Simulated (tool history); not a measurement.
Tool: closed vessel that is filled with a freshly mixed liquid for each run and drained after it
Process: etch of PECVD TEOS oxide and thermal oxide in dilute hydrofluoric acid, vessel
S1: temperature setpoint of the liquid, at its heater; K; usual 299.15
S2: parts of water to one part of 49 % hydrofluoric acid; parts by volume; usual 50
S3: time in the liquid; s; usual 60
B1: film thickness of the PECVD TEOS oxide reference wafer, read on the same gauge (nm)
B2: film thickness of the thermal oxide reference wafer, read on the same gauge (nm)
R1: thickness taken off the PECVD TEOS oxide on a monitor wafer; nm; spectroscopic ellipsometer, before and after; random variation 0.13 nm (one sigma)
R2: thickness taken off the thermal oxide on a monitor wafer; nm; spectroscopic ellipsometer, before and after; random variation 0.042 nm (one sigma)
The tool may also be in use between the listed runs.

| run | hour | S1 | S2 | S3 | B1 | B2 | R1 | R2 |
|---|---|---|---|---|---|---|---|---|
| 1 | 0 | 301.65 | 50 | 60 | 37.88 | 142.03 | 22.26 | 7.13 |
| 2 | 52.4 | 299.15 | 50 | 60 | 37.88 | 141.98 | 20.26 | 6.46 |
|  | 103.1 | gauge calibrated |
| 3 | 123.9 | 299.15 | 50 | 60 | 40.14 | 150.58 | 21.4 | 6.84 |
| 4 | 200.7 | 299.15 | 50 | 60 | 39.93 | 149.73 | 21.41 | 6.8 |
| 5 | 258.7 | 299.15 | 50 | 60 | 39.79 | 149.14 | 21.15 | 6.78 |
| 6 | 313.9 | 299.15 | 50 | 60 | 39.63 | 148.65 | 21.08 | 6.81 |
| 7 | 393.1 | 299.15 | 35 | 60 | 39.46 | 147.99 | 30.17 | 9.91 |
| 8 | 434.8 | 299.15 | 50 | 80 | 39.39 | 147.66 | 27.84 | 8.92 |
| 9 | 532.3 | 299.15 | 50 | 60 | 39.19 | 146.95 | 20.71 | 6.7 |
| 10 | 624.7 | 296.65 | 70 | 60 | 39.04 | 146.36 | 12.94 | 4.18 |
| 11 | 665.8 | 297.65 | 70 | 60 | 38.98 | 146.13 | 13.59 | 4.37 |
|  | 690.5 | hydrofluoric acid flow meter replaced |
| 12 | 725 | 302.15 | 30 | 85 | 38.87 | 145.8 | 56.77 | 18.05 |
| 13 | 806.5 | 299.15 | 25 | 60 | 38.77 | 145.44 | 42.53 | 13.65 |
| 14 | 914.1 | 294.15 | 40 | 35 | 38.65 | 144.95 | 12.25 | 3.98 |
| 15 | 1011 | 299.15 | 50 | 60 | 38.54 | 144.57 | 20.72 | 6.53 |

Run 16 comes next. What will it give?
| 16 | 1066.7 | 299.15 | 50 | 30 | ? | ? | ? | ? |

Run 16 gave B1 38.54, B2 144.36, R1 10.2 nm, R2 3.29 nm.
Without the tool's hidden state the same run would have given R1 10.6 nm, R2 3.42 nm.

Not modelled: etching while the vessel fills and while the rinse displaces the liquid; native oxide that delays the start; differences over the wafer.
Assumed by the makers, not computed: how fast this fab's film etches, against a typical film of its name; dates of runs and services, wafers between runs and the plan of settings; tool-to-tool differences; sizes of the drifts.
